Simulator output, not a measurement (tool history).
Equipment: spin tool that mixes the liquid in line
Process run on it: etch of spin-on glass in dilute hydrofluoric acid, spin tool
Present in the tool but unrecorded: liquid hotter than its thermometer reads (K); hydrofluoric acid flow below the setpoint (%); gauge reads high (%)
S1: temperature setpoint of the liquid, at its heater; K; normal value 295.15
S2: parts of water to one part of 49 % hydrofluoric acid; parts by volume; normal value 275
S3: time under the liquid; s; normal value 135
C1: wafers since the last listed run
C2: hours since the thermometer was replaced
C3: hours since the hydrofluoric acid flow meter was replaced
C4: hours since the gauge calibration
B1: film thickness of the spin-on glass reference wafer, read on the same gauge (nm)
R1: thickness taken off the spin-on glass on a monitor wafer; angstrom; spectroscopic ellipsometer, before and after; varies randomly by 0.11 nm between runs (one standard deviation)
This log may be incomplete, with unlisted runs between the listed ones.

{"run": 1, "hour": 0.0, "S1": 295.15, "S2": 275, "S3": 100, "C1": 0, "C2": 1930, "C3": 696.3, "C4": 221.4, "B1": 49.98, "R1": 125.4}
{"hour": 94.3, "done": "hydrofluoric acid flow meter replaced"}
{"run": 2, "hour": 182.9, "S1": 295.15, "S2": 275, "S3": 100, "C1": 1462, "C2": 2112.9, "C3": 88.6, "C4": 404.3, "B1": 49.93, "R1": 128.4}
{"run": 3, "hour": 241.9, "S1": 293.65, "S2": 275, "S3": 135, "C1": 474, "C2": 2171.9, "C3": 147.6, "C4": 463.3, "B1": 49.98, "R1": 166.5}
{"run": 4, "hour": 297.4, "S1": 293.65, "S2": 275, "S3": 135, "C1": 446, "C2": 2227.4, "C3": 203.1, "C4": 518.8, "B1": 50, "R1": 166}
{"run": 5, "hour": 322.1, "S1": 291.15, "S2": 275, "S3": 135, "C1": 198, "C2": 2252.1, "C3": 227.8, "C4": 543.5, "B1": 50.03, "R1": 152.4}
{"run": 6, "hour": 366.1, "S1": 291.15, "S2": 275, "S3": 135, "C1": 353, "C2": 2296.1, "C3": 271.8, "C4": 587.5, "B1": 50.03, "R1": 153}
{"run": 7, "hour": 420.5, "S1": 295.15, "S2": 275, "S3": 135, "C1": 437, "C2": 2350.5, "C3": 326.2, "C4": 641.9, "B1": 49.99, "R1": 175.4}
{"run": 8, "hour": 446.2, "S1": 295.15, "S2": 275, "S3": 135, "C1": 206, "C2": 2376.2, "C3": 351.9, "C4": 667.6, "B1": 50.05, "R1": 175.7}
{"run": 9, "hour": 482.9, "S1": 298.65, "S2": 275, "S3": 135, "C1": 295, "C2": 2412.9, "C3": 388.6, "C4": 704.3, "B1": 49.98, "R1": 195.5}
{"run": 10, "hour": 538.6, "S1": 298.15, "S2": 275, "S3": 135, "C1": 447, "C2": 2468.6, "C3": 444.3, "C4": 760, "B1": 50.04, "R1": 193}
{"run": 11, "hour": 587.5, "S1": 298.15, "S2": 275, "S3": 135, "C1": 393, "C2": 2517.5, "C3": 493.2, "C4": 808.9, "B1": 50.01, "R1": 192.8}
{"hour": 615.6, "done": "thermometer replaced"}
{"hour": 621.9, "done": "gauge calibrated"}
{"run": 12, "hour": 625.6, "S1": 295.15, "S2": 275, "S3": 135, "C1": 298, "C2": 10, "C3": 531.3, "C4": 3.7, "B1": 49.99, "R1": 162.2}
{"run": 13, "hour": 682.8, "S1": 295.15, "S2": 275, "S3": 70, "C1": 460, "C2": 67.2, "C3": 588.5, "C4": 60.9, "B1": 49.98, "R1": 85}
{"run": 14, "hour": 725.9, "S1": 293.15, "S2": 180, "S3": 60, "C1": 346, "C2": 110.3, "C3": 631.6, "C4": 104, "B1": 50.01, "R1": 112.5}
{"run": 15, "hour": 797.1, "S1": 292.15, "S2": 275, "S3": 175, "C1": 572, "C2": 181.5, "C3": 702.8, "C4": 175.2, "B1": 49.97, "R1": 188.8}
{"run": 16, "hour": 860.0, "S1": 295.15, "S2": 385, "S3": 135, "C1": 505, "C2": 244.4, "C3": 765.7, "C4": 238.1, "B1": 49.98, "R1": 104}
{"hour": 933.1, "done": "hydrofluoric acid flow meter replaced"}
{"run": 17, "hour": 994.8, "S1": 297.15, "S2": 275, "S3": 135, "C1": 1076, "C2": 379.2, "C3": 61.7, "C4": 372.9, "B1": 50.01, "R1": 181.9}

Run 18 comes next. What will it give?
{"run": 18, "hour": 1041.7, "S1": 292.15, "S2": 275, "S3": 135, "C1": 377, "C2": 426.1, "C3": 108.6, "C4": 419.8, "B1": "?", "R1": "?"}

B1: 50.02
R1: 150.6 angstrom
The same run, on a tool lacking any hidden state, would have yielded R1 148 angstrom.

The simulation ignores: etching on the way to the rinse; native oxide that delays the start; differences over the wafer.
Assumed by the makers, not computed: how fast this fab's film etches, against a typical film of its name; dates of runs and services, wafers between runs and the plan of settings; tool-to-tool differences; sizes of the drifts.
